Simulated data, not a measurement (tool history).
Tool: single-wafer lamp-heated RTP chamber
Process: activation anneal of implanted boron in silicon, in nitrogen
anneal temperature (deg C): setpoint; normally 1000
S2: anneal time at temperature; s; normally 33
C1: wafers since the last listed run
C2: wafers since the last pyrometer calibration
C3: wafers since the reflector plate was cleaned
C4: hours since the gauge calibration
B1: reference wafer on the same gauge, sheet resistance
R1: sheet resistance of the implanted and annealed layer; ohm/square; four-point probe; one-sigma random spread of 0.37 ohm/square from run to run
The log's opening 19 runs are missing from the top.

run 20 hour=1572.8 | anneal_temperature_(deg_C)=1016 S2=24 | C1=1238 C2=5892 C3=1738 C4=1576.1 | B1=215.95 | R1=247.95
run 21 hour=1762.3 | anneal_temperature_(deg_C)=990 S2=33 | C1=2460 C2=8352 C3=4198 C4=1765.6 | B1=216.05 | R1=249.35
-- hour=1849.4 pyrometer window cleaned and pyrometer calibrated
run 22 hour=1862.5 | anneal_temperature_(deg_C)=1000 S2=33 | C1=1196 C2=170 C3=5395 C4=1865.8 | B1=216.02 | R1=248.86
run 23 hour=1944.6 | anneal_temperature_(deg_C)=1000 S2=45 | C1=1065 C2=1236 C3=6461 C4=1947.9 | B1=215.90 | R1=247.96
run 24 hour=2035.7 | anneal_temperature_(deg_C)=1030 S2=33 | C1=1182 C2=2418 C3=7644 C4=2039.0 | B1=215.98 | R1=246.13
run 25 hour=2112.0 | anneal_temperature_(deg_C)=1000 S2=33 | C1=990 C2=3409 C3=8634 C4=2115.3 | B1=215.90 | R1=248.02
-- hour=2200.5 gauge calibrated
run 26 hour=2206.1 | anneal_temperature_(deg_C)=1000 S2=48 | C1=1221 C2=4630 C3=9856 C4=5.6 | B1=215.94 | R1=246.51
-- hour=2232.7 reflector plate cleaned
run 27 hour=2283.3 | anneal_temperature_(deg_C)=981 S2=44 | C1=898 C2=5529 C3=656 C4=82.8 | B1=216.00 | R1=251.99
run 28 hour=2340.0 | anneal_temperature_(deg_C)=1000 S2=52 | C1=736 C2=6265 C3=1392 C4=139.5 | B1=216.08 | R1=247.15
run 29 hour=2407.5 | anneal_temperature_(deg_C)=1021 S2=23 | C1=876 C2=7141 C3=2269 C4=207.0 | B1=216.05 | R1=248.06
run 30 hour=2472.6 | anneal_temperature_(deg_C)=1000 S2=47 | C1=845 C2=7986 C3=3114 C4=272.1 | B1=216.04 | R1=246.47
-- hour=2544.9 pyrometer window cleaned and pyrometer calibrated
run 31 hour=2572.8 | anneal_temperature_(deg_C)=1000 S2=43 | C1=1196 C2=362 C3=4311 C4=372.3 | B1=216.02 | R1=247.73
run 32 hour=2659.6 | anneal_temperature_(deg_C)=1011 S2=33 | C1=1126 C2=1489 C3=5438 C4=459.1 | B1=215.92 | R1=247.33
-- hour=2924.1 reflector plate cleaned
run 33 hour=2934.4 | anneal_temperature_(deg_C)=1000 S2=33 | C1=3463 C2=4952 C3=133 C4=733.9 | B1=215.91 | R1=248.37
run 34 hour=3016.7 | anneal_temperature_(deg_C)=979 S2=49 | C1=1068 C2=6021 C3=1201 C4=816.2 | B1=215.88 | R1=251.83
run 35 hour=3054.8 | anneal_temperature_(deg_C)=1000 S2=53 | C1=494 C2=6515 C3=1696 C4=854.3 | B1=215.90 | R1=246.17

5 options for the next run, each taken on its own from the tool as it stands now. Forecast them:
run A hour=3055.2 | anneal_temperature_(deg_C)=1000 S2=33 | C1=5 C2=6520 C3=1701 C4=854.7 | B1=? | R1=?
run B hour=3055.2 | anneal_temperature_(deg_C)=1013 S2=26 | C1=5 C2=6520 C3=1701 C4=854.7 | B1=? | R1=?
run C hour=3055.2 | anneal_temperature_(deg_C)=977 S2=27 | C1=5 C2=6520 C3=1701 C4=854.7 | B1=? | R1=?
run D hour=3055.2 | anneal_temperature_(deg_C)=1008 S2=42 | C1=5 C2=6520 C3=1701 C4=854.7 | B1=? | R1=?
run E hour=3055.2 | anneal_temperature_(deg_C)=1000 S2=26 | C1=5 C2=6520 C3=1701 C4=854.7 | B1=? | R1=?

run=A B1=215.99 R1=248.98
run=B B1=215.99 R1=248.53
run=C B1=215.99 R1=255.77
run=D B1=215.99 R1=247.15
run=E B1=215.99 R1=249.75
Stripped of hidden state, with their random variation kept, the same runs would have yielded:
run=A R1=250.71
run=B R1=249.34
run=C R1=261.27
run=D R1=248.34
run=E R1=251.51

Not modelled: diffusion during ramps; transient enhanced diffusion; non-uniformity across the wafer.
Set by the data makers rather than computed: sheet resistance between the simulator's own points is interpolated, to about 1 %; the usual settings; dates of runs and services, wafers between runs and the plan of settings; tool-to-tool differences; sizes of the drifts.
